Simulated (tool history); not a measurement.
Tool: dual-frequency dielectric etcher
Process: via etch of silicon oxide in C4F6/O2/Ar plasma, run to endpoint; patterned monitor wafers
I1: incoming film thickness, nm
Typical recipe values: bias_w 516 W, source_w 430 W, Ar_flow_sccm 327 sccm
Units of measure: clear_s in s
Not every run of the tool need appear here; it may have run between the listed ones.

{"run": 1, "hour": 0.0, "bias_w": 516, "source_w": 430, "Ar_flow_sccm": 327, "I1": 199.1, "clear_s": 43.6}
{"run": 2, "hour": 90.0, "bias_w": 516, "source_w": 430, "Ar_flow_sccm": 327, "I1": 199.6, "clear_s": 43.5}
{"run": 3, "hour": 195.6, "bias_w": 516, "source_w": 430, "Ar_flow_sccm": 327, "I1": 198.3, "clear_s": 43.8}
{"run": 4, "hour": 268.5, "bias_w": 516, "source_w": 350, "Ar_flow_sccm": 327, "I1": 196.4, "clear_s": 46.8}
{"run": 5, "hour": 319.4, "bias_w": 558, "source_w": 490, "Ar_flow_sccm": 327, "I1": 195.8, "clear_s": 40.9}
{"hour": 374.1, "done": "wet clean of the chamber"}
{"run": 6, "hour": 389.2, "bias_w": 558, "source_w": 490, "Ar_flow_sccm": 327, "I1": 194.8, "clear_s": 38.9}
{"run": 7, "hour": 464.7, "bias_w": 558, "source_w": 490, "Ar_flow_sccm": 327, "I1": 197.9, "clear_s": 40.1}
{"run": 8, "hour": 544.4, "bias_w": 516, "source_w": 430, "Ar_flow_sccm": 327, "I1": 198.7, "clear_s": 43.5}
{"run": 9, "hour": 584.7, "bias_w": 516, "source_w": 430, "Ar_flow_sccm": 327, "I1": 197.9, "clear_s": 43.3}
{"run": 10, "hour": 687.3, "bias_w": 516, "source_w": 430, "Ar_flow_sccm": 327, "I1": 198.6, "clear_s": 43.7}
{"hour": 733.9, "done": "upper electrode replaced, of another model than before"}
{"run": 11, "hour": 793.2, "bias_w": 516, "source_w": 430, "Ar_flow_sccm": 327, "I1": 198.5, "clear_s": 43.8}
{"run": 12, "hour": 837.5, "bias_w": 516, "source_w": 430, "Ar_flow_sccm": 327, "I1": 197.4, "clear_s": 44}
{"hour": 896.2, "done": "bias power generator calibrated"}
{"hour": 920.1, "done": "wet clean of the chamber"}
{"run": 13, "hour": 942.9, "bias_w": 516, "source_w": 430, "Ar_flow_sccm": 327, "I1": 198.2, "clear_s": 42.1}
{"run": 14, "hour": 983.4, "bias_w": 516, "source_w": 430, "Ar_flow_sccm": 327, "I1": 196.7, "clear_s": 42.2}
{"run": 15, "hour": 1052.1, "bias_w": 516, "source_w": 430, "Ar_flow_sccm": 327, "I1": 195.4, "clear_s": 42.3}
{"run": 16, "hour": 1149.6, "bias_w": 600, "source_w": 330, "Ar_flow_sccm": 371, "I1": 199.7, "clear_s": 50}
{"run": 17, "hour": 1275.6, "bias_w": 516, "source_w": 430, "Ar_flow_sccm": 327, "I1": 196.5, "clear_s": 43.7}
{"hour": 1361.9, "done": "source power generator calibrated"}
{"run": 18, "hour": 1365.9, "bias_w": 549, "source_w": 430, "Ar_flow_sccm": 355, "I1": 195.7, "clear_s": 43.1}
{"run": 19, "hour": 1462.8, "bias_w": 468, "source_w": 470, "Ar_flow_sccm": 327, "I1": 198.2, "clear_s": 43.6}
{"hour": 1487.2, "done": "wet clean of the chamber"}
{"run": 20, "hour": 1564.0, "bias_w": 621, "source_w": 470, "Ar_flow_sccm": 327, "I1": 198.9, "clear_s": 38.6}
{"hour": 1614.0, "done": "Ar flow controller replaced"}
{"run": 21, "hour": 1659.0, "bias_w": 566, "source_w": 490, "Ar_flow_sccm": 361, "I1": 195.7, "clear_s": 38.8}
{"run": 22, "hour": 1758.0, "bias_w": 558, "source_w": 490, "Ar_flow_sccm": 327, "I1": 198.3, "clear_s": 39.7}
{"run": 23, "hour": 1803.1, "bias_w": 436, "source_w": 430, "Ar_flow_sccm": 327, "I1": 198.5, "clear_s": 45.7}
{"run": 24, "hour": 1842.7, "bias_w": 516, "source_w": 430, "Ar_flow_sccm": 251, "I1": 197.5, "clear_s": 42.6}
{"run": 25, "hour": 1950.0, "bias_w": 560, "source_w": 400, "Ar_flow_sccm": 264, "I1": 197.9, "clear_s": 43.6}
{"run": 26, "hour": 2038.7, "bias_w": 453, "source_w": 430, "Ar_flow_sccm": 396, "I1": 200, "clear_s": 47.1}
{"run": 27, "hour": 2103.9, "bias_w": 560, "source_w": 400, "Ar_flow_sccm": 264, "I1": 195.6, "clear_s": 43.9}

What if the next run were any one of these 4? Each begins from the tool's condition after run 27:
{"run": "A", "hour": 2104.3, "bias_w": 516, "source_w": 470, "Ar_flow_sccm": 327, "I1": 197.6, "clear_s": "?"}
{"run": "B", "hour": 2104.3, "bias_w": 590, "source_w": 360, "Ar_flow_sccm": 257, "I1": 197.6, "clear_s": "?"}
{"run": "C", "hour": 2104.3, "bias_w": 394, "source_w": 360, "Ar_flow_sccm": 288, "I1": 197.6, "clear_s": "?"}
{"run": "D", "hour": 2104.3, "bias_w": 516, "source_w": 460, "Ar_flow_sccm": 327, "I1": 197.6, "clear_s": "?"}

run=A clear_s=42.3
run=B clear_s=46
run=C clear_s=51.9
run=D clear_s=42.8
What these runs would have given with no unlogged condition in the tool:
run=A clear_s=40.3
run=B clear_s=43.8
run=C clear_s=49.4
run=D clear_s=40.7
